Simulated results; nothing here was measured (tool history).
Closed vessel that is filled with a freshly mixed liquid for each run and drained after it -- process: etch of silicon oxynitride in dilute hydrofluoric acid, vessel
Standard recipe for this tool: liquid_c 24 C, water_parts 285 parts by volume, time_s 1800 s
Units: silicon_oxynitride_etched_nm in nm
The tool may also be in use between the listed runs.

run   hour  liquid_c  water_parts  time_s  wafers since the last listed run  hours since the thermometer was replaced  hours since the hydrofluoric acid flow meter was replaced  hours since the gauge calibration  read-back film thickness of the silicon oxynitride reference wafer, read on the same gauge (nm)  silicon_oxynitride_etched_nm
  1      0        24          285    1800                                 0                                    1249.5                                                     2022.6                              209.9                                                                                            80.02                         16.45
  2   12.5        24          285    1800                               534                                      1262                                                     2035.1                              222.4                                                                                            79.99                         16.31
      18.5  -- gauge calibrated
  3   18.9        24          285    1800                               273                                    1268.4                                                     2041.5                                0.4                                                                                            79.98                         16.41
  4   33.8        24          285    1800                               636                                    1283.3                                                     2056.4                               15.3                                                                                            80.06                         16.29
  5   43.2        24          285     985                               401                                    1292.7                                                     2065.8                               24.7                                                                                            80.01                          9.01
  6   50.3        24          285     985                               303                                    1299.8                                                     2072.9                               31.8                                                                                            80.04                          8.97
  7   56.3        24          285     985                               256                                    1305.8                                                     2078.9                               37.8                                                                                            79.97                          8.98
  8   70.4        24          285    1800                               602                                    1319.9                                                       2093                               51.9                                                                                            80.03                         16.45
  9   83.3        24          285    1800                               551                                    1332.8                                                     2105.9                               64.8                                                                                            79.99                         16.61
 10   90.9        24          285    1800                               324                                    1340.4                                                     2113.5                               72.4                                                                                            79.99                         16.57
      93.7  -- hydrofluoric acid flow meter replaced
 11  104.2        27          285    2340                               525                                    1353.7                                                       10.5                               85.7                                                                                            79.93                         24.43
 12  116.2        27          285    2340                               512                                    1365.7                                                       22.5                               97.7                                                                                            80.01                         24.14
 13  130.7        27          285    2340                               619                                    1380.2                                                         37                              112.2                                                                                            80.03                         24.36
 14  141.8        24          360    1800                               474                                    1391.3                                                       48.1                              123.3                                                                                            79.99                         12.44
 15  153.9      25.5          215    2295                               517                                    1403.4                                                       60.2                              135.4                                                                                            80.01                         31.38
 16  166.1        24          285     985                               521                                    1415.6                                                       72.4                              147.6                                                                                            80.03                          9.09
     170.8  -- thermometer replaced
 17  178.1        19          420    1800                               470                                       7.3                                                       84.4                              159.6                                                                                            79.98                          7.62
 18  185.9      27.5          240    2315                               333                                      15.1                                                       92.2                              167.4                                                                                            79.97                         27.62
 19    199        24          285    1800                               560                                      28.2                                                      105.3                              180.5                                                                                            80.02                          15.1
 20  209.3        24          285    1455                               440                                      38.5                                                      115.6                              190.8                                                                                            80.02                         12.14
     222.2  -- gauge calibrated
 21  224.4        28          420    1060                               645                                      53.6                                                      130.7                                2.2                                                                                            79.94                          6.44
 22  239.3      21.5          355    1800                               636                                      68.5                                                      145.6                               17.1                                                                                            79.97                         10.46
 23  246.8        24          285    1520                               320                                        76                                                      153.1                               24.6                                                                                               80                          12.8
 24  256.9      22.5          285    2405                               431                                      86.1                                                      163.2                               34.7                                                                                            80.07                         18.98
 25  270.5        24          225    1125                               581                                      99.7                                                      176.8                               48.3                                                                                            79.98                         12.46
 26    281        24          285    2180                               448                                     110.2                                                      187.3                               58.8                                                                                            80.02                          18.3

What if the next run were any one of these 4? Each begins from the tool's condition after run 26:
  A  282.1        24          220    1800                                47                                     111.3                                                      188.4                               59.9                                                                                                ?                             ?
  B  282.1        28          285     870                                47                                     111.3                                                      188.4                               59.9                                                                                                ?                             ?
  C  282.1        24          285    1470                                47                                     111.3                                                      188.4                               59.9                                                                                                ?                             ?
  D  282.1        28          150    1195                                47                                     111.3                                                      188.4                               59.9                                                                                                ?                             ?

run  read-back film thickness of the silicon oxynitride reference wafer, read on the same gauge (nm)  silicon_oxynitride_etched_nm
  A                                                                                            80.02                         20.52
  B                                                                                            80.02                          8.63
  C                                                                                            80.02                         12.35
  D                                                                                            80.02                         25.23
What these runs would have given with no unlogged condition in the tool:
run  silicon_oxynitride_etched_nm
  A                         20.34
  B                          8.56
  C                         12.25
  D                         25.01
